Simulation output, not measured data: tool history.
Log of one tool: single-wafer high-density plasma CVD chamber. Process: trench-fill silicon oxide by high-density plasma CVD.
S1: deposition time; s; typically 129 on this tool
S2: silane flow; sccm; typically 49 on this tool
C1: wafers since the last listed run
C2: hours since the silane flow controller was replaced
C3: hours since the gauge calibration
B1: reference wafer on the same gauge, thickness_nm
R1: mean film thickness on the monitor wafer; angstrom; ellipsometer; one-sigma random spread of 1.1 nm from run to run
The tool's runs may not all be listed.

| run | hour | S1 | S2 | C1 | C2 | C3 | B1 | R1 |
|---|---|---|---|---|---|---|---|---|
| 1 | 0.0 | 118 | 49 | 0 | 4241.3 | 418.2 | 565.268 | 6243.26 |
| 2 | 16.9 | 123 | 49 | 218 | 4258.2 | 435.1 | 565.071 | 6515.55 |
| 3 | 59.6 | 123 | 49 | 551 | 4300.9 | 477.8 | 564.967 | 6499.72 |
| 4 | 87.2 | 129 | 49 | 356 | 4328.5 | 505.4 | 565.132 | 6826.22 |
| 5 | 94.0 | 129 | 49 | 87 | 4335.3 | 512.2 | 565.114 | 6824.26 |
| 6 | 109.0 | 129 | 49 | 193 | 4350.3 | 527.2 | 564.675 | 6844.36 |
| 7 | 120.9 | 129 | 49 | 153 | 4362.2 | 539.1 | 565.193 | 6853.87 |
| 8 | 137.7 | 129 | 53 | 216 | 4379.0 | 555.9 | 565.099 | 7428.17 |
| 9 | 151.4 | 129 | 49 | 176 | 4392.7 | 569.6 | 564.735 | 6832.67 |
| 10 | 167.5 | 129 | 49 | 207 | 4408.8 | 585.7 | 564.849 | 6844.19 |
| 11 | 181.5 | 129 | 49 | 180 | 4422.8 | 599.7 | 565.025 | 6860.14 |
| 12 | 193.8 | 129 | 49 | 158 | 4435.1 | 612.0 | 564.794 | 6860.25 |
| 13 | 209.8 | 129 | 49 | 206 | 4451.1 | 628.0 | 565.000 | 6867.75 |
|  | 220.6 | gauge calibrated |
| 14 | 220.9 | 129 | 49 | 143 | 4462.2 | 0.3 | 565.172 | 6873.00 |
| 15 | 234.3 | 129 | 49 | 173 | 4475.6 | 13.7 | 565.007 | 6849.17 |
| 16 | 244.2 | 129 | 49 | 127 | 4485.5 | 23.6 | 564.583 | 6869.14 |
| 17 | 252.7 | 129 | 49 | 109 | 4494.0 | 32.1 | 565.029 | 6848.25 |
| 18 | 261.5 | 129 | 49 | 113 | 4502.8 | 40.9 | 564.752 | 6844.73 |
| 19 | 274.9 | 129 | 49 | 173 | 4516.2 | 54.3 | 564.856 | 6853.81 |
| 20 | 327.7 | 120 | 49 | 681 | 4569.0 | 107.1 | 564.910 | 6392.90 |
| 21 | 347.0 | 129 | 49 | 249 | 4588.3 | 126.4 | 565.039 | 6874.87 |
| 22 | 355.9 | 129 | 49 | 114 | 4597.2 | 135.3 | 565.226 | 6875.45 |
| 23 | 364.1 | 145 | 49 | 105 | 4605.4 | 143.5 | 564.996 | 7694.23 |
| 24 | 381.8 | 139 | 52 | 228 | 4623.1 | 161.2 | 565.107 | 7845.51 |
| 25 | 388.9 | 140 | 44 | 91 | 4630.2 | 168.3 | 564.881 | 6695.87 |
| 26 | 403.6 | 136 | 40 | 189 | 4644.9 | 183.0 | 565.035 | 5908.35 |
| 27 | 443.8 | 129 | 49 | 519 | 4685.1 | 223.2 | 565.130 | 6873.52 |
| 28 | 454.6 | 129 | 49 | 139 | 4695.9 | 234.0 | 565.255 | 6844.97 |
| 29 | 469.1 | 146 | 58 | 187 | 4710.4 | 248.5 | 565.073 | 9178.91 |
|  | 482.2 | silane flow controller replaced |
| 30 | 482.7 | 105 | 41 | 72 | 0.5 | 262.1 | 564.790 | 4428.72 |
| 31 | 484.4 | 129 | 55 | 21 | 2.2 | 263.8 | 565.027 | 7276.38 |
| 32 | 498.5 | 129 | 46 | 182 | 16.3 | 277.9 | 564.769 | 6115.43 |
| 33 | 515.1 | 122 | 40 | 214 | 32.9 | 294.5 | 565.052 | 5019.74 |
| 34 | 532.7 | 149 | 49 | 227 | 50.5 | 312.1 | 564.767 | 7523.16 |
| 35 | 555.4 | 129 | 49 | 293 | 73.2 | 334.8 | 565.091 | 6505.18 |
| 36 | 568.9 | 129 | 49 | 174 | 86.7 | 348.3 | 564.957 | 6513.13 |
| 37 | 577.0 | 115 | 42 | 104 | 94.8 | 356.4 | 564.789 | 4983.07 |
| 38 | 591.2 | 129 | 49 | 183 | 109.0 | 370.6 | 564.832 | 6520.39 |
| 39 | 598.1 | 129 | 45 | 89 | 115.9 | 377.5 | 565.333 | 5973.79 |
| 40 | 614.0 | 129 | 49 | 205 | 131.8 | 393.4 | 565.035 | 6512.26 |
| 41 | 654.1 | 129 | 49 | 517 | 171.9 | 433.5 | 564.882 | 6512.41 |
| 42 | 664.3 | 112 | 49 | 131 | 182.1 | 443.7 | 564.931 | 5657.27 |
| 43 | 679.0 | 129 | 54 | 189 | 196.8 | 458.4 | 565.015 | 7185.93 |

Measured minus without-hidden-state, run by run (identical run-to-run variation in each term; gauge scatter may differ):
The tool's hidden condition here consists of: delivered silane flow above the setpoint (%); gauge reads high (%).
| run | R1 |
|---|---|
| 1 | +321.97 |
| 2 | +337.25 |
| 3 | +339.54 |
| 4 | +358.72 |
| 5 | +359.14 |
| 6 | +361.35 |
| 7 | +362.77 |
| 8 | +394.56 |
| 9 | +363.99 |
| 10 | +365.84 |
| 11 | +367.76 |
| 12 | +368.71 |
| 13 | +370.35 |
| 14 | +371.49 |
| 15 | +371.22 |
| 16 | +373.07 |
| 17 | +372.59 |
| 18 | +373.07 |
| 19 | +374.59 |
| 20 | +353.17 |
| 21 | +381.28 |
| 22 | +382.00 |
| 23 | +428.19 |
| 24 | +438.16 |
| 25 | +374.49 |
| 26 | +331.41 |
| 27 | +388.63 |
| 28 | +387.84 |
| 29 | +521.56 |
| 30 | +13.45 |
| 31 | +22.25 |
| 32 | +19.77 |
| 33 | +17.27 |
| 34 | +27.53 |
| 35 | +25.63 |
| 36 | +26.76 |
| 37 | +20.97 |
| 38 | +28.59 |
| 39 | +26.70 |
| 40 | +30.40 |
| 41 | +33.64 |
| 42 | +29.93 |
| 43 | +39.33 |
